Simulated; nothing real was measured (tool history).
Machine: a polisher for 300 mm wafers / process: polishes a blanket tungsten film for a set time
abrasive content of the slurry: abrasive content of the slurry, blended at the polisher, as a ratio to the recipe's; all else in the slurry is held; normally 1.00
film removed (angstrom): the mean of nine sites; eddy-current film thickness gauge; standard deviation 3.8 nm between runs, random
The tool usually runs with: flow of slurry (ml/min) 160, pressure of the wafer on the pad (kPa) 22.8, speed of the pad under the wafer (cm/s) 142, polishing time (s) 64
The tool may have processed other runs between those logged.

run   hour  flow of slurry (ml/min)  pressure of the wafer on the pad (kPa)  speed of the pad under the wafer (cm/s)  abrasive content of the slurry  polishing time (s)  incoming thickness of the incoming film, nm  film removed (angstrom)
  1    0.0                      160                                    20.7                                      142                            1.00                  64                                       1069.6                     2808
  2   16.4                      160                                    20.7                                      142                            1.00                  64                                       1047.9                     2703
  3   25.6                      160                                    19.3                                      142                            1.00                  64                                       1073.7                     2497
  4   37.6                      160                                    19.3                                      142                            1.00                  64                                       1063.7                     2455
      53.5  -- slurry tank refilled with fresh slurry and peroxide
  5   54.0                      160                                    22.8                                      142                            0.90                  73                                       1072.0                     3585
  6   59.9                      160                                    22.8                                      142                            1.00                  64                                       1070.5                     3210
  7   76.2                      160                                    22.8                                      142                            1.00                  64                                       1072.1                     3122
  8   84.9                      160                                    22.8                                      142                            1.00                  64                                       1054.1                     3165
  9  102.0                      160                                    24.8                                      142                            1.00                  64                                       1064.5                     3348
     104.9  -- slurry nozzle cleaned
     109.8  -- head pressure recalibrated
 10  113.2                      160                                    24.8                                      142                            1.00                  64                                       1077.8                     3296
     117.1  -- slurry blender recalibrated
     123.1  -- worn pad replaced by a new one
 11  123.8                      160                                    22.8                                      178                            1.15                  64                                       1067.8                     4340
 12  135.5                      175                                    22.8                                      170                            1.00                  52                                       1054.6                     3167
 13  143.8                      140                                    30.3                                      190                            0.90                  64                                       1065.6                     5442
 14  156.8                      160                                    22.8                                      142                            1.00                  64                                       1077.9                     3007
 15  163.0                      180                                    15.2                                      142                            0.80                  64                                       1086.3                     1934
 16  180.7                      160                                    14.5                                      142                            1.00                  77                                       1052.1                     2176
 17  192.5                      160                                    22.8                                      190                            0.80                  64                                       1086.7                     3584
 18  207.0                      160                                    22.8                                      102                            1.10                  79                                       1084.6                     2497
 19  221.8                      160                                    22.8                                      142                            1.00                  64                                       1068.8                     2689
     236.9  -- slurry tank refilled with fresh slurry and peroxide
 20  237.4                      160                                    22.8                                      142                            1.00                  64                                       1048.1                     3151
     241.9  -- slurry blender recalibrated
 21  247.8                      160                                    22.8                                      142                            1.00                  64                                       1052.2                     3166
 22  255.8                      160                                    22.8                                      142                            1.00                  64                                       1082.0                     3129
 23  272.8                      160                                    22.8                                      142                            1.00                  64                                       1080.9                     3062
     284.5  -- worn pad replaced by a new one
 24  286.0                      185                                    25.5                                      142                            1.00                  49                                       1067.8                     3046
 25  296.9                      160                                    26.2                                      142                            1.00                  64                                       1073.6                     3735
 26  310.0                      160                                    22.8                                      142                            1.00                  64                                       1073.5                     3231
 27  324.8                      160                                    26.9                                      142                            1.00                  64                                       1078.6                     3671

Some steps in film removed (angstrom), run to run, broken into two amounts with sign: the step expected even without the hidden condition (settings, incoming material, random variation), and the rest, left for the hidden condition together with whatever gauge scatter is not in both the measured and the hidden-condition-free result:
The tool's hidden condition here consists of: removal rate lost through wear of the pad, %; slurry flow missing at the pad, %; deviation of the head's pressure from its setpoint, %; abrasive missing from the slurry, %; peroxide lost from the slurry, %.
Run 12 -> 13: flow of slurry (ml/min) 175 -> 140, pressure of the wafer on the pad (kPa) 22.8 -> 30.3, speed of the pad under the wafer (cm/s) 170 -> 190, abrasive content of the slurry 1.00 -> 0.90, polishing time (s) 52 -> 64. film removed (angstrom) +2275: hidden state -424, all else +2699.
Run 13 -> 14: flow of slurry (ml/min) 140 -> 160, pressure of the wafer on the pad (kPa) 30.3 -> 22.8, speed of the pad under the wafer (cm/s) 190 -> 142, abrasive content of the slurry 0.90 -> 1.00. film removed (angstrom) -2435: hidden state +251, all else -2686.
Run 16 -> 17: pressure of the wafer on the pad (kPa) 14.5 -> 22.8, speed of the pad under the wafer (cm/s) 142 -> 190, abrasive content of the slurry 1.00 -> 0.80, polishing time (s) 77 -> 64. film removed (angstrom) +1408: hidden state -450, all else +1858.
Run 19 -> 20: slurry tank refilled with fresh slurry and peroxide. film removed (angstrom) +462: hidden state +475, all else -13.

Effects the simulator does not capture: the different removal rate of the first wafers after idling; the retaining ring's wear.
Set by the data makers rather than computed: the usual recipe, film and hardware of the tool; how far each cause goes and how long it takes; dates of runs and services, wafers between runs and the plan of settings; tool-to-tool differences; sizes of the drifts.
